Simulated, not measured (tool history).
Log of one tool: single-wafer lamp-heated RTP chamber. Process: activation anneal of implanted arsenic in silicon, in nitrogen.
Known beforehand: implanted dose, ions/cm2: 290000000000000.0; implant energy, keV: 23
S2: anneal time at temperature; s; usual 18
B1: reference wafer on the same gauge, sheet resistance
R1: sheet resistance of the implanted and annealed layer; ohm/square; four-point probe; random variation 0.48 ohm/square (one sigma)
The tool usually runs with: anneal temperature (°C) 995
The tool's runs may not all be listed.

Run 1, hour 0: usual settings but S2 24 s; B1 324.24. Result: R1 315.11 ohm/square.
Run 2, hour 8.7: usual settings; B1 324.37. Result: R1 316.42 ohm/square.
Run 3, hour 18.6: usual settings; B1 324.14. Result: R1 316.47 ohm/square.
Run 4, hour 35: usual settings; B1 324.34. Result: R1 315.63 ohm/square.
Run 5, hour 52.3: usual settings; B1 323.85. Result: R1 316.63 ohm/square.
Run 6, hour 69: usual settings; B1 323.93. Result: R1 315.55 ohm/square.
Run 7, hour 80.6: usual settings; B1 324.12. Result: R1 316.59 ohm/square.
Run 8, hour 97.7: usual settings; B1 323.94. Result: R1 315.84 ohm/square.
Run 9, hour 105.1: usual settings; B1 323.91. Result: R1 316.47 ohm/square.
Run 10, hour 119.4: usual settings; B1 323.84. Result: R1 316.78 ohm/square.
Run 11, hour 134: usual settings but anneal temperature (°C) 983; B1 323.57. Result: R1 317.2 ohm/square.
Run 12, hour 145.3: usual settings but anneal temperature (°C) 983; B1 323.7. Result: R1 316.61 ohm/square.
Run 13, hour 153.7: usual settings but anneal temperature (°C) 983; B1 323.63. Result: R1 315.7 ohm/square.
Run 14, hour 170.5: usual settings but anneal temperature (°C) 1016; B1 323.48. Result: R1 312.91 ohm/square.
Run 15, hour 179.7: usual settings but anneal temperature (°C) 1016; B1 323.37. Result: R1 312.95 ohm/square.
Run 16, hour 197.4: usual settings but S2 12 s; B1 323.26. Result: R1 317.04 ohm/square.
Run 17, hour 209.7: usual settings but anneal temperature (°C) 1022, S2 12 s; B1 323.19. Result: R1 314.87 ohm/square.
Run 18, hour 224: usual settings; B1 323.12. Result: R1 315.2 ohm/square.
At hour 241.3: reflector plate cleaned.
Run 19, hour 241.8: usual settings; B1 323.17. Result: R1 315.7 ohm/square.
Run 20, hour 248.1: usual settings but S2 22 s; B1 323.05. Result: R1 314.46 ohm/square.
At hour 272.5: gauge calibrated.
Run 21, hour 279.1: usual settings but anneal temperature (°C) 1013, S2 26 s; B1 326.3. Result: R1 315.73 ohm/square.
Run 22, hour 287.9: usual settings but anneal temperature (°C) 1011, S2 15 s; B1 326.31. Result: R1 317.68 ohm/square.
Run 23, hour 299.9: usual settings but S2 26 s; B1 326.18. Result: R1 317.21 ohm/square.
Run 24, hour 310.1: usual settings; B1 326.09. Result: R1 318.91 ohm/square.
Run 25, hour 326.2: usual settings but anneal temperature (°C) 1009, S2 27 s; B1 326.19. Result: R1 315.09 ohm/square.
Run 26, hour 337.2: usual settings but anneal temperature (°C) 968, S2 11 s; B1 326. Result: R1 322.71 ohm/square.
Run 27, hour 376.5: usual settings; B1 325.86. Result: R1 318.11 ohm/square.
At hour 394.2: pyrometer window cleaned and pyrometer calibrated.
Run 28, hour 394.7: usual settings but anneal temperature (°C) 986, S2 27 s; B1 325.62. Result: R1 317.53 ohm/square.
Run 29, hour 401.7: usual settings but anneal temperature (°C) 986, S2 27 s; B1 325.74. Result: R1 316.11 ohm/square.
Run 30, hour 419.4: usual settings but anneal temperature (°C) 1018, S2 9 s; B1 325.4. Result: R1 317.71 ohm/square.
Run 31, hour 433.2: usual settings; B1 325.62. Result: R1 316.57 ohm/square.
Run 32, hour 448.4: usual settings; B1 325.35. Result: R1 318.14 ohm/square.
Run 33, hour 456.2: usual settings but anneal temperature (°C) 1009, S2 12 s; B1 325.15. Result: R1 319.06 ohm/square.
Run 34, hour 471.4: usual settings but anneal temperature (°C) 1010; B1 325.5. Result: R1 316.37 ohm/square.
Run 35, hour 487.2: usual settings but anneal temperature (°C) 1017, S2 13 s; B1 325.09. Result: R1 317.29 ohm/square.
Run 36, hour 503.5: usual settings but anneal temperature (°C) 976, S2 9 s; B1 325.06. Result: R1 320.74 ohm/square.
Run 37, hour 513.6: usual settings but anneal temperature (°C) 976, S2 25 s; B1 325.09. Result: R1 317.17 ohm/square.
Run 38, hour 529.7: usual settings; B1 324.88. Result: R1 317.34 ohm/square.

Some steps in R1 between neighbouring runs. How much of each would the tool show without its hidden state too (settings, what came in, random variation), and how much is left for the hidden state, with any gauge scatter that isn't in both results?
Hidden conditions of the tool in this case: true wafer temperature minus pyrometer reading, K; wafer temperature error from the tarnished reflector plate, K; gauge reads high (%).
Run 15 -> 16: anneal temperature (°C) 1016 -> 995, S2 18 -> 12. R1 +4.09 ohm/square: hidden state -0.12, all else +4.21.
Run 20 -> 21: anneal temperature (°C) 995 -> 1013, S2 22 -> 26, gauge calibrated. R1 +1.27 ohm/square: hidden state +3.25, all else -1.98.
Run 25 -> 26: anneal temperature (°C) 1009 -> 968, S2 27 -> 11. R1 +7.62 ohm/square: hidden state -0.05, all else +7.67.
Run 26 -> 27: anneal temperature (°C) 968 -> 995, S2 11 -> 18. R1 -4.6 ohm/square: hidden state -0.22, all else -4.38.
